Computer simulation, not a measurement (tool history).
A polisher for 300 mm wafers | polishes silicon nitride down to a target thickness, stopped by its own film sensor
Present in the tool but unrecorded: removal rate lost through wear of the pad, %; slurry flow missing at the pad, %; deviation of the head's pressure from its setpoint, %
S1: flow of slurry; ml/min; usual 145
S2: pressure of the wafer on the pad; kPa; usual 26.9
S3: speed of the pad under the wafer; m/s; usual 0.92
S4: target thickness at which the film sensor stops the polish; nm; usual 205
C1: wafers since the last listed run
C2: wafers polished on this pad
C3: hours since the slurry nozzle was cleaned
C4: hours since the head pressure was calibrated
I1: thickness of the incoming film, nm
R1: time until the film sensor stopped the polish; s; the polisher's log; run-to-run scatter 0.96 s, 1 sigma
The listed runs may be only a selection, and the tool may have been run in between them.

run 1 hour=0.0 | S1=145 S2=26.9 S3=0.92 S4=205 | C1=0 C2=980 C3=4.0 C4=376.6 | I1=371.3 | R1=80.8
run 2 hour=168.6 | S1=145 S2=26.9 S3=0.92 S4=205 | C1=1676 C2=2656 C3=172.6 C4=545.2 | I1=366.0 | R1=80.2
-- hour=192.4 worn pad replaced by a new one
run 3 hour=201.7 | S1=145 S2=26.9 S3=0.92 S4=205 | C1=289 C2=92 C3=205.7 C4=578.3 | I1=375.2 | R1=81.9
run 4 hour=237.1 | S1=145 S2=26.9 S3=1.10 S4=205 | C1=352 C2=444 C3=241.1 C4=613.7 | I1=372.2 | R1=69.8
-- hour=241.9 head pressure recalibrated
run 5 hour=276.1 | S1=145 S2=26.9 S3=1.10 S4=205 | C1=367 C2=812 C3=280.1 C4=34.2 | I1=373.3 | R1=71.1
run 6 hour=345.2 | S1=145 S2=26.9 S3=1.10 S4=205 | C1=687 C2=1499 C3=349.2 C4=103.3 | I1=368.5 | R1=67.7
run 7 hour=395.2 | S1=145 S2=26.9 S3=0.92 S4=205 | C1=497 C2=1997 C3=399.2 C4=153.3 | I1=377.5 | R1=82.7
-- hour=445.3 worn pad replaced by a new one
run 8 hour=463.0 | S1=145 S2=26.9 S3=0.92 S4=205 | C1=634 C2=176 C3=467.0 C4=221.1 | I1=377.5 | R1=84.9
run 9 hour=530.3 | S1=145 S2=26.9 S3=0.92 S4=205 | C1=669 C2=845 C3=534.3 C4=288.4 | I1=370.5 | R1=80.3
run 10 hour=577.1 | S1=145 S2=26.9 S3=0.92 S4=205 | C1=465 C2=1311 C3=581.1 C4=335.2 | I1=373.7 | R1=82.1
run 11 hour=641.8 | S1=145 S2=26.9 S3=0.92 S4=175 | C1=643 C2=1954 C3=645.8 C4=399.9 | I1=370.4 | R1=97.3
-- hour=702.1 slurry nozzle cleaned
-- hour=702.8 worn pad replaced by a new one
-- hour=756.7 head pressure recalibrated
run 12 hour=774.2 | S1=190 S2=29.6 S3=1.08 S4=176 | C1=1280 C2=690 C3=72.1 C4=17.5 | I1=371.5 | R1=70.8
run 13 hour=817.9 | S1=180 S2=23.4 S3=0.92 S4=205 | C1=434 C2=1124 C3=115.8 C4=61.2 | I1=366.0 | R1=87.0
run 14 hour=886.5 | S1=145 S2=26.9 S3=0.76 S4=153 | C1=682 C2=1807 C3=184.4 C4=129.8 | I1=368.6 | R1=122.9
run 15 hour=942.1 | S1=145 S2=26.9 S3=0.92 S4=205 | C1=552 C2=2360 C3=240.0 C4=185.4 | I1=369.7 | R1=80.3
-- hour=957.9 worn pad replaced by a new one
run 16 hour=991.8 | S1=180 S2=23.4 S3=0.92 S4=205 | C1=454 C2=337 C3=289.7 C4=235.1 | I1=366.0 | R1=87.9
run 17 hour=1060.3 | S1=105 S2=23.4 S3=0.92 S4=246 | C1=681 C2=1018 C3=358.2 C4=303.6 | I1=363.7 | R1=70.4
run 18 hour=1110.6 | S1=195 S2=26.9 S3=0.92 S4=173 | C1=500 C2=1518 C3=408.5 C4=353.9 | I1=376.0 | R1=93.7
run 19 hour=1140.9 | S1=145 S2=34.5 S3=0.70 S4=166 | C1=301 C2=1820 C3=438.8 C4=384.2 | I1=365.1 | R1=92.9
run 20 hour=1169.7 | S1=145 S2=26.9 S3=0.92 S4=205 | C1=286 C2=2106 C3=467.6 C4=413.0 | I1=366.7 | R1=77.8
run 21 hour=1212.0 | S1=145 S2=31.0 S3=0.82 S4=205 | C1=420 C2=2527 C3=509.9 C4=455.3 | I1=363.9 | R1=71.9
-- hour=1247.5 worn pad replaced by a new one
run 22 hour=1275.5 | S1=145 S2=26.9 S3=0.92 S4=258 | C1=591 C2=278 C3=573.4 C4=518.8 | I1=378.0 | R1=57.8

Entry by entry between the runs, the difference in hidden state between the last listed run before and the first listed run after:
After run 2, before run 3: worn pad replaced by a new one (hour 192.4)
  the hidden state is the same at both runs
After run 4, before run 5: head pressure recalibrated (hour 241.9)
  the hidden state is the same at both runs
After run 7, before run 8: worn pad replaced by a new one (hour 445.3)
  the hidden state is the same at both runs
After run 11, before run 12: slurry nozzle cleaned (hour 702.1); worn pad replaced by a new one (hour 702.8); head pressure recalibrated (hour 756.7)
  the hidden state is the same at both runs
After run 15, before run 16: worn pad replaced by a new one (hour 957.9)
  the hidden state is the same at both runs
After run 21, before run 22: worn pad replaced by a new one (hour 1247.5)
  the hidden state is the same at both runs

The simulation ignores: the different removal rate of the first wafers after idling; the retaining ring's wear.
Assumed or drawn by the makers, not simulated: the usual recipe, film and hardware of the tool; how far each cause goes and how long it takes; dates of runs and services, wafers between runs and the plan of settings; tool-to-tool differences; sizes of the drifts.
